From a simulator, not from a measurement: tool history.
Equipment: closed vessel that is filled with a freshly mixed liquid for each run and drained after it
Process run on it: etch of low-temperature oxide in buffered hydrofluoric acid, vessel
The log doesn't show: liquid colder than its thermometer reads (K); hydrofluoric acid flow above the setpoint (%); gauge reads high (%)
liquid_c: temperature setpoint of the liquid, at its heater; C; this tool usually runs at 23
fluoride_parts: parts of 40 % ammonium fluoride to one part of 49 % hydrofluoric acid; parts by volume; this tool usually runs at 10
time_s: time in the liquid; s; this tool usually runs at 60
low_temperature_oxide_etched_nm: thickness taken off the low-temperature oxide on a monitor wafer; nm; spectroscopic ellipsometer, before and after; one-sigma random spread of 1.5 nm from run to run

run,hour,liquid_c,fluoride_parts,time_s,wafers since the last listed run,hours since the thermometer was replaced,hours since the hydrofluoric acid flow meter was replaced,hours since the gauge calibration,"read-back film thickness of the low-temperature oxide reference wafer, read on the same gauge (nm)",low_temperature_oxide_etched_nm
1,0.0,23,10,60,0,738.0,1677.3,1644.9,150.00,198.69
2,69.3,23,10,60,5442,807.3,1746.6,1714.2,150.02,197.20
3,115.9,23,10,60,3659,853.9,1793.2,1760.8,150.01,196.56
4,224.6,20,10,50,8537,962.6,1901.9,1869.5,149.99,137.34
5,270.9,20,10,50,3636,1008.9,1948.2,1915.8,149.99,139.29
# hour 345.0: thermometer replaced
6,358.8,23,10,60,6825,13.8,2036.1,2003.7,149.99,209.97
7,421.4,23,10,60,4916,76.4,2098.7,2066.3,150.01,213.86
8,502.6,23,10,45,6377,157.6,2179.9,2147.5,150.01,157.99
9,567.5,23,10,45,5097,222.5,2244.8,2212.4,149.98,155.81
10,672.2,23,10,45,8223,327.2,2349.5,2317.1,149.98,155.70
11,734.1,23,10,60,4861,389.1,2411.4,2379.0,149.99,210.19
# hour 735.9: gauge calibrated
12,811.5,23,10,60,6079,466.5,2488.8,75.6,150.01,207.24
13,856.2,26,13,70,3510,511.2,2533.5,120.3,150.00,226.55

Run 14 is up next; what results do you expect?
# hour 890.6: hydrofluoric acid flow meter replaced
14,928.9,23,10,60,5631,583.9,38.3,193.0,?,?

{"run 14": {"read-back film thickness of the low-temperature oxide reference wafer, read on the same gauge (nm)": 150.0, "low_temperature_oxide_etched_nm": 195.06}}
On a tool with no hidden condition, and with the same random variation, this run would have come out at low_temperature_oxide_etched_nm 202.74 nm.

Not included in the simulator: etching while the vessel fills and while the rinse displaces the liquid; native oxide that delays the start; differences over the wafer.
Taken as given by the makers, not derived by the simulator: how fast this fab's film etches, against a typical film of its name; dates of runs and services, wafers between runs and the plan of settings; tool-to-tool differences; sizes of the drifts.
